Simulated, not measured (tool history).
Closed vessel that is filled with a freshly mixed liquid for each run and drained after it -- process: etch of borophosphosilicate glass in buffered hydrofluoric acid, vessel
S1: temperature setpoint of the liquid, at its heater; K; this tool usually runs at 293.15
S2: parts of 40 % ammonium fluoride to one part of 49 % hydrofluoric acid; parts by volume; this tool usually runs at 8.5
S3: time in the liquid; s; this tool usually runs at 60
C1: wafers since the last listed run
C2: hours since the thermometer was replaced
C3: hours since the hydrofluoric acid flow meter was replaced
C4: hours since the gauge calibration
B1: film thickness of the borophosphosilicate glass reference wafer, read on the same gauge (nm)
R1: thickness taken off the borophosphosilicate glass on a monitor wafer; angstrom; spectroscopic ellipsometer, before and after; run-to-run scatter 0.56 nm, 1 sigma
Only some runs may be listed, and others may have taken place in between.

run 1 hour=0.0 | S1=296.15 S2=8.5 S3=60 | C1=0 C2=1129.6 C3=604.7 C4=936.6 | B1=89.98 | R1=792.6
run 2 hour=17.7 | S1=293.15 S2=8.5 S3=60 | C1=2418 C2=1147.3 C3=622.4 C4=954.3 | B1=90.00 | R1=671.1
run 3 hour=52.2 | S1=293.15 S2=8.5 S3=60 | C1=4713 C2=1181.8 C3=656.9 C4=988.8 | B1=89.98 | R1=688.8
run 4 hour=66.5 | S1=293.15 S2=8.5 S3=60 | C1=1953 C2=1196.1 C3=671.2 C4=1003.1 | B1=90.01 | R1=680.9
-- hour=73.0 thermometer replaced
-- hour=90.0 hydrofluoric acid flow meter replaced
run 5 hour=99.8 | S1=293.15 S2=8.5 S3=60 | C1=4275 C2=26.8 C3=9.8 C4=1036.4 | B1=89.96 | R1=620.3
run 6 hour=131.5 | S1=293.15 S2=8.5 S3=60 | C1=4330 C2=58.5 C3=41.5 C4=1068.1 | B1=89.97 | R1=617.8
run 7 hour=158.8 | S1=293.15 S2=8.5 S3=60 | C1=3729 C2=85.8 C3=68.8 C4=1095.4 | B1=90.01 | R1=619.8
run 8 hour=177.3 | S1=293.15 S2=8.5 S3=60 | C1=2527 C2=104.3 C3=87.3 C4=1113.9 | B1=90.03 | R1=622.4
run 9 hour=202.2 | S1=293.15 S2=8.5 S3=60 | C1=3401 C2=129.2 C3=112.2 C4=1138.8 | B1=89.99 | R1=615.4
run 10 hour=215.7 | S1=290.15 S2=6.5 S3=60 | C1=1844 C2=142.7 C3=125.7 C4=1152.3 | B1=90.03 | R1=700.5
-- hour=246.0 gauge calibrated
run 11 hour=246.6 | S1=293.15 S2=12.0 S3=60 | C1=4221 C2=173.6 C3=156.6 C4=0.6 | B1=90.02 | R1=464.5
run 12 hour=269.2 | S1=295.15 S2=7.5 S3=50 | C1=3087 C2=196.2 C3=179.2 C4=23.2 | B1=90.05 | R1=674.2
run 13 hour=297.3 | S1=293.15 S2=8.5 S3=60 | C1=3838 C2=224.3 C3=207.3 C4=51.3 | B1=90.00 | R1=639.1
run 14 hour=310.5 | S1=293.15 S2=8.5 S3=60 | C1=1803 C2=237.5 C3=220.5 C4=64.5 | B1=90.03 | R1=636.8
run 15 hour=335.5 | S1=290.15 S2=8.5 S3=60 | C1=3415 C2=262.5 C3=245.5 C4=89.5 | B1=89.98 | R1=541.3
run 16 hour=358.2 | S1=293.15 S2=11.0 S3=60 | C1=3101 C2=285.2 C3=268.2 C4=112.2 | B1=90.02 | R1=507.7
run 17 hour=380.7 | S1=297.65 S2=8.5 S3=30 | C1=3073 C2=307.7 C3=290.7 C4=134.7 | B1=89.97 | R1=409.8
run 18 hour=415.3 | S1=290.15 S2=10.0 S3=60 | C1=4726 C2=342.3 C3=325.3 C4=169.3 | B1=89.98 | R1=467.1
run 19 hour=430.6 | S1=296.15 S2=6.5 S3=60 | C1=2090 C2=357.6 C3=340.6 C4=184.6 | B1=89.99 | R1=1003.8
run 20 hour=443.9 | S1=293.15 S2=10.0 S3=85 | C1=1816 C2=370.9 C3=353.9 C4=197.9 | B1=89.97 | R1=791.0
run 21 hour=466.6 | S1=293.15 S2=8.5 S3=60 | C1=3101 C2=393.6 C3=376.6 C4=220.6 | B1=90.05 | R1=650.9
run 22 hour=490.5 | S1=293.15 S2=6.0 S3=75 | C1=3265 C2=417.5 C3=400.5 C4=244.5 | B1=90.00 | R1=1143.3
run 23 hour=523.8 | S1=293.15 S2=8.5 S3=50 | C1=4549 C2=450.8 C3=433.8 C4=277.8 | B1=89.98 | R1=538.2
run 24 hour=541.9 | S1=293.15 S2=8.5 S3=60 | C1=2472 C2=468.9 C3=451.9 C4=295.9 | B1=89.94 | R1=653.7
run 25 hour=576.4 | S1=293.15 S2=7.5 S3=60 | C1=4713 C2=503.4 C3=486.4 C4=330.4 | B1=90.00 | R1=748.9
run 26 hour=593.5 | S1=290.65 S2=8.5 S3=85 | C1=2336 C2=520.5 C3=503.5 C4=347.5 | B1=89.99 | R1=817.3
run 27 hour=608.2 | S1=293.15 S2=11.5 S3=60 | C1=2008 C2=535.2 C3=518.2 C4=362.2 | B1=90.01 | R1=502.2
run 28 hour=630.4 | S1=291.65 S2=12.0 S3=90 | C1=3032 C2=557.4 C3=540.4 C4=384.4 | B1=90.02 | R1=660.7
-- hour=631.8 hydrofluoric acid flow meter replaced
run 29 hour=656.2 | S1=290.15 S2=7.5 S3=40 | C1=3387 C2=583.2 C3=24.4 C4=410.2 | B1=90.02 | R1=395.8
run 30 hour=680.9 | S1=296.65 S2=5.0 S3=80 | C1=3374 C2=607.9 C3=49.1 C4=434.9 | B1=90.02 | R1=1681.9
run 31 hour=693.9 | S1=297.15 S2=8.5 S3=60 | C1=1775 C2=620.9 C3=62.1 C4=447.9 | B1=90.02 | R1=770.4

What differs in the tool's unlogged condition from the final listed run ahead of each entry between runs to the first listed run following it?
Logged between run 4 and run 5: thermometer replaced (hour 73.0); hydrofluoric acid flow meter replaced (hour 90.0)
  hydrofluoric acid flow above the setpoint (%): 10.3 -> 1.02
  measured result minus the result with no hidden state, R1: +69.7 -> +6.9 angstrom
Logged between run 10 and run 11: gauge calibrated (hour 246.0)
  hydrofluoric acid flow above the setpoint (%): 2.49 -> 2.88
  measured result minus the result with no hidden state, R1: +15.2 -> +12.8 angstrom
Logged between run 28 and run 29: hydrofluoric acid flow meter replaced (hour 631.8)
  hydrofluoric acid flow above the setpoint (%): 7.74 -> 0.79
  measured result minus the result with no hidden state, R1: +46.7 -> +3.4 angstrom

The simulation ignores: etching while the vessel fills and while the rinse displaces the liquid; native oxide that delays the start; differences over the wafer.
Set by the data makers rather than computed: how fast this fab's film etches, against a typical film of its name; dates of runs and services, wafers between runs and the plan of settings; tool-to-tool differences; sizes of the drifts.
